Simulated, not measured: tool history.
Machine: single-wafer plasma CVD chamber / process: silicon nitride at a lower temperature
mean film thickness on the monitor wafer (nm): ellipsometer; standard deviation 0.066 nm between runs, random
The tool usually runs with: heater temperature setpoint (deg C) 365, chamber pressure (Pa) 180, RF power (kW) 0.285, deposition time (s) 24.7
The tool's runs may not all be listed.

| run | hour | heater temperature setpoint (deg C) | chamber pressure (Pa) | RF power (kW) | deposition time (s) | read-back reference wafer on the same gauge, thickness_nm | mean film thickness on the monitor wafer (nm) |
|---|---|---|---|---|---|---|---|
| 1 | 0.0 | 365 | 180 | 0.285 | 24.7 | 24.110 | 27.031 |
| 2 | 26.9 | 365 | 180 | 0.285 | 24.7 | 24.104 | 27.009 |
| 3 | 62.3 | 365 | 180 | 0.285 | 24.7 | 24.110 | 27.105 |
| 4 | 126.7 | 365 | 180 | 0.285 | 24.7 | 24.089 | 27.099 |
| 5 | 142.2 | 365 | 180 | 0.285 | 24.7 | 24.109 | 26.987 |
| 6 | 176.3 | 365 | 180 | 0.285 | 24.7 | 24.094 | 26.911 |
|  | 184.4 | RF generator calibrated |
|  | 199.8 | capacitance manometer re-zeroed and calibrated |
| 7 | 200.3 | 365 | 168 | 0.285 | 24.7 | 24.092 | 26.731 |
| 8 | 212.9 | 365 | 180 | 0.285 | 24.7 | 24.077 | 27.001 |
|  | 247.8 | showerhead replaced |
| 9 | 248.3 | 365 | 180 | 0.285 | 24.7 | 24.056 | 27.012 |
| 10 | 282.5 | 359 | 141 | 0.335 | 28.6 | 24.049 | 32.577 |
| 11 | 301.2 | 365 | 180 | 0.335 | 24.7 | 24.074 | 29.309 |
| 12 | 318.6 | 361 | 180 | 0.320 | 24.7 | 23.994 | 28.783 |
| 13 | 336.7 | 365 | 180 | 0.285 | 24.7 | 24.023 | 26.887 |
| 14 | 371.8 | 365 | 180 | 0.285 | 24.7 | 24.017 | 26.988 |
| 15 | 398.3 | 373 | 223 | 0.285 | 24.7 | 23.976 | 28.111 |
|  | 417.9 | thermocouple changed; heater temperature recalibrated |
| 16 | 420.8 | 352 | 180 | 0.285 | 21.8 | 23.983 | 23.906 |
| 17 | 455.4 | 365 | 201 | 0.285 | 27.1 | 23.960 | 30.089 |
| 18 | 538.3 | 365 | 180 | 0.285 | 24.7 | 23.899 | 26.858 |
| 19 | 554.9 | 365 | 180 | 0.285 | 28.9 | 23.872 | 31.322 |
| 20 | 589.0 | 365 | 180 | 0.285 | 24.7 | 23.849 | 26.813 |
| 21 | 611.5 | 365 | 180 | 0.285 | 24.7 | 23.813 | 26.816 |
| 22 | 629.9 | 365 | 155 | 0.285 | 24.7 | 23.823 | 25.976 |
| 23 | 663.2 | 365 | 156 | 0.240 | 24.7 | 23.793 | 23.593 |

Run 24 has not been measured yet. What should we expect?
| 24 | 676.9 | 365 | 180 | 0.285 | 29.0 | ? | ? |

read-back reference wafer on the same gauge, thickness_nm: 23.762
mean film thickness on the monitor wafer (nm): 31.439
The same run, on a tool lacking any hidden state, would have yielded mean film thickness on the monitor wafer (nm) 31.871.
